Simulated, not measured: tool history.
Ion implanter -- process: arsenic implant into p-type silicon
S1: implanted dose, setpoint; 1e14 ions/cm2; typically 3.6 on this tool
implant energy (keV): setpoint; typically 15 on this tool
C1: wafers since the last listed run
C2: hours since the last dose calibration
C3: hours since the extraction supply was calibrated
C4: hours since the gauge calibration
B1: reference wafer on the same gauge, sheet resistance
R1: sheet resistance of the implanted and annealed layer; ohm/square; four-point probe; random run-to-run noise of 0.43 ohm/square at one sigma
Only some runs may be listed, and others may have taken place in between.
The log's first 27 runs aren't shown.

At hour 1897.4: Faraday cup replaced and dose calibrated.
Run 28, hour 1913.5: usual settings but S1 3.08 1e14 ions/cm2, implant energy (keV) 10; C1 1078; C2 16.1; C3 1649.2; C4 263.4; B1 249.03. Result: R1 338.51 ohm/square.
Run 29, hour 1962.8: usual settings but S1 4.44 1e14 ions/cm2, implant energy (keV) 10; C1 1573; C2 65.4; C3 1698.5; C4 312.7; B1 248.95. Result: R1 259.56 ohm/square.
Run 30, hour 2056.1: usual settings but S1 2.78 1e14 ions/cm2, implant energy (keV) 10; C1 2978; C2 158.7; C3 1791.8; C4 406; B1 249.01. Result: R1 362.46 ohm/square.
Run 31, hour 2210.6: usual settings; C1 4931; C2 313.2; C3 1946.3; C4 560.5; B1 248.98. Result: R1 285.82 ohm/square.
Run 32, hour 2278.6: usual settings; C1 2170; C2 381.2; C3 2014.3; C4 628.5; B1 248.98. Result: R1 285.39 ohm/square.
Run 33, hour 2365.8: usual settings but S1 2.56 1e14 ions/cm2; C1 2783; C2 468.4; C3 2101.5; C4 715.7; B1 248.98. Result: R1 368.47 ohm/square.
Run 34, hour 2469.8: usual settings; C1 3319; C2 572.4; C3 2205.5; C4 819.7; B1 249.07. Result: R1 285.46 ohm/square.
Run 35, hour 2508.1: usual settings but implant energy (keV) 11.5; C1 1222; C2 610.7; C3 2243.8; C4 858; B1 248.96. Result: R1 294.59 ohm/square.
Run 36, hour 2591.5: usual settings; C1 2662; C2 694.1; C3 2327.2; C4 941.4; B1 248.98. Result: R1 284.22 ohm/square.
Run 37, hour 2644.6: usual settings but S1 4.55 1e14 ions/cm2, implant energy (keV) 11.5; C1 1694; C2 747.2; C3 2380.3; C4 994.5; B1 249.01. Result: R1 249.23 ohm/square.
At hour 2657.2: Faraday cup replaced and dose calibrated.
Run 38, hour 2685.8: usual settings but S1 3.17 1e14 ions/cm2; C1 1059; C2 28.6; C3 2421.5; C4 1035.7; B1 249.05. Result: R1 315.31 ohm/square.

3 ways to go on from here, each from the tool as it stands after run 38. What would each give?
Run A, hour 2686.2: usual settings; C1 12; C2 29; C3 2421.9; C4 1036.1; B1 ?. Result: R1 ?.
Run B, hour 2686.2: usual settings but S1 2.91 1e14 ions/cm2, implant energy (keV) 17.5; C1 12; C2 29; C3 2421.9; C4 1036.1; B1 ?. Result: R1 ?.
Run C, hour 2686.2: usual settings but S1 2.84 1e14 ions/cm2, implant energy (keV) 12; C1 12; C2 29; C3 2421.9; C4 1036.1; B1 ?. Result: R1 ?.

run   B1      R1
  A  249  287.79
  B  249  330.44
  C  249  352.25
With the hidden condition removed and each run's random variation left untouched, the same runs would have given:
run      R1
  A   288.1
  B  330.81
  C  352.64
